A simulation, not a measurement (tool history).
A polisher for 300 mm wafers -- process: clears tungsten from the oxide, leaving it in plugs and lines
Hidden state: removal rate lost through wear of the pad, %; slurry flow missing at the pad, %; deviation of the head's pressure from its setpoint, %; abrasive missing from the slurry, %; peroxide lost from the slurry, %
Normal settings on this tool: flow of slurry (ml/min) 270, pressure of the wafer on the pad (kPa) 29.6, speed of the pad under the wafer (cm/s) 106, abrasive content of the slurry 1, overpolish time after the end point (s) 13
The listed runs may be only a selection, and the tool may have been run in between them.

run    hour  flow of slurry (ml/min)  pressure of the wafer on the pad (kPa)  speed of the pad under the wafer (cm/s)  abrasive content of the slurry  overpolish time after the end point (s)  wafers since the last listed run  wafers polished on this pad  hours since the slurry nozzle was cleaned  hours since the head pressure was calibrated  hours since the slurry blender was calibrated  hours since the slurry got fresh peroxide  incoming thickness of the incoming film, nm  time until the end point was called (s)
  1       0                      270                                    29.6                                      106                               1                                       13                                 0                          925                                      800.2                                         783.1                                          333.6                                      361.1                                        285.5                                     48.9
  2    82.6                      270                                    29.6                                      106                               1                                       13                               646                         1572                                      882.8                                         865.7                                          416.2                                      443.7                                          291                                     49.7
      105.2  -- slurry tank refilled with fresh slurry and peroxide
      113.6  -- slurry nozzle cleaned
  3   119.4                      270                                    29.6                                      106                               1                                       13                               272                         1844                                        5.8                                         902.5                                            453                                       14.2                                        291.1                                     49.6
      128.8  -- slurry blender recalibrated
  4   178.3                      270                                    29.6                                      106                               1                                       13                               445                         2290                                       64.7                                         961.4                                           49.5                                       73.1                                        289.7                                     48.4
      387.8  -- worn pad replaced by a new one
  5   494.6                      270                                    29.6                                      106                               1                                       13                              2444                          835                                        381                                        1277.7                                          365.8                                      389.4                                        288.7                                     50.1
      530.4  -- head pressure recalibrated
  6   561.2                      270                                    29.6                                      106                               1                                       13                               505                         1341                                      447.6                                          30.8                                          432.4                                        456                                          287                                     49.8
      606.7  -- slurry blender recalibrated
  7   653.6                      270                                    24.8                                      106                               1                                       13                               707                         2049                                        540                                         123.2                                           46.9                                      548.4                                        289.2                                     58.1
      661.3  -- slurry tank refilled with fresh slurry and peroxide
  8     725                      340                                    29.6                                      106                               1                                       13                               551                         2600                                      611.4                                         194.6                                          118.3                                       63.7                                        290.8                                     47.5
  9   785.2                      270                                    29.6                                      124                               1                                       13                               471                         3071                                      671.6                                         254.8                                          178.5                                      123.9                                        287.2                                     41.3
 10   872.2                      270                                    29.6                                      128                             1.1                                       13                               681                         3752                                      758.6                                         341.8                                          265.5                                      210.9                                        287.7                                       39
        881  -- worn pad replaced by a new one
 11   921.6                      205                                    29.6                                       76                               1                                       13                               355                          317                                        808                                         391.2                                          314.9                                      260.3                                        288.5                                     70.8
 12  1010.4                      180                                    29.6                                      106                               1                                       17                               695                         1012                                      896.8                                           480                                          403.7                                      349.1                                        286.8                                       52
     1068.7  -- slurry nozzle cleaned
     1089.4  -- slurry blender recalibrated
 13    1095                      270                                    29.6                                      106                               1                                       13                               638                         1651                                       26.3                                         564.6                                            5.6                                      433.7                                        285.2                                     47.3
 14  1165.1                      305                                    26.2                                      106                               1                                        7                               548                         2200                                       96.4                                         634.7                                           75.7                                      503.8                                        295.1                                     53.9
       1232  -- slurry tank refilled with fresh slurry and peroxide
 15    1242                      270                                    29.6                                      124                               1                                       13                               594                         2794                                      173.3                                         711.6                                          152.6                                         10                                        292.1                                     41.8
 16  1302.6                      270                                    29.6                                      130                             1.2                                        8                               474                         3269                                      233.9                                         772.2                                          213.2                                       70.6                                        289.5                                     37.7
 17  1391.1                      270                                    33.8                                      128                               1                                       18                               692                         3962                                      322.4                                         860.7                                          301.7                                      159.1                                        292.1                                     35.9
     1447.8  -- worn pad replaced by a new one
 18  1485.4                      320                                    32.4                                      116                               1                                       13                               706                          294                                      416.7                                           955                                            396                                      253.4                                        286.1                                     40.3
 19  1530.1                      270                                    29.6                                      118                             1.2                                       10                               349                          644                                      461.4                                         999.7                                          440.7                                      298.1                                          293                                     43.6
 20  1568.9                      270                                    29.6                                       78                               1                                       13                               303                          948                                      500.2                                        1038.5                                          479.5                                      336.9                                        290.1                                     67.8
 21    1628                      315                                    29.6                                      106                             0.9                                       13                               462                         1410                                      559.3                                        1097.6                                          538.6                                        396                                        287.6                                     50.6
 22  1670.6                      270                                    29.6                                       78                               1                                       13                               333                         1744                                      601.9                                        1140.2                                          581.2                                      438.6                                        290.1                                     68.4
     1689.7  -- slurry blender recalibrated
     1720.1  -- slurry tank refilled with fresh slurry and peroxide
 23  1762.5                      270                                    20.7                                      106                               1                                       13                               695                         2440                                      693.8                                        1232.1                                           72.8                                       42.4                                          289                                     68.5
 24  1811.9                      245                                    33.8                                       90                             1.3                                       13                               386                         2827                                      743.2                                        1281.5                                          122.2                                       91.8                                          292                                     47.8
     1834.1  -- head pressure recalibrated
 25  1897.2                      230                                    29.6                                      136                             0.7                                       13                               652                         3479                                      828.5                                          63.1                                          207.5                                      177.1                                        288.9                                     40.8

Consider 5 possible next runs. They are alternatives, not a sequence: every one starts from the tool as it was left by run 25. What does each give?
  A  1897.7                      180                                    29.6                                      106                               1                                       13                                 3                         3483                                        829                                          63.6                                            208                                      177.6                                        286.8                                        ?
  B  1897.7                      220                                    29.6                                      106                             0.8                                       13                                 3                         3483                                        829                                          63.6                                            208                                      177.6                                        286.8                                        ?
  C  1897.7                      270                                    22.8                                      106                            0.75                                       13                                 3                         3483                                        829                                          63.6                                            208                                      177.6                                        286.8                                        ?
  D  1897.7                      190                                    29.6                                      142                               1                                       13                                 3                         3483                                        829                                          63.6                                            208                                      177.6                                        286.8                                        ?
  E  1897.7                      270                                    29.6                                       84                               1                                       13                                 3                         3483                                        829                                          63.6                                            208                                      177.6                                        286.8                                        ?

run  time until the end point was called (s)
  A                                     51.1
  B                                     51.9
  C                                     66.8
  D                                     37.8
  E                                     60.9
Take away the tool's hidden state, keep each run's random variation, and the runs would have read:
run  time until the end point was called (s)
  A                                       50
  B                                     50.8
  C                                     65.4
  D                                       37
  E                                     59.6
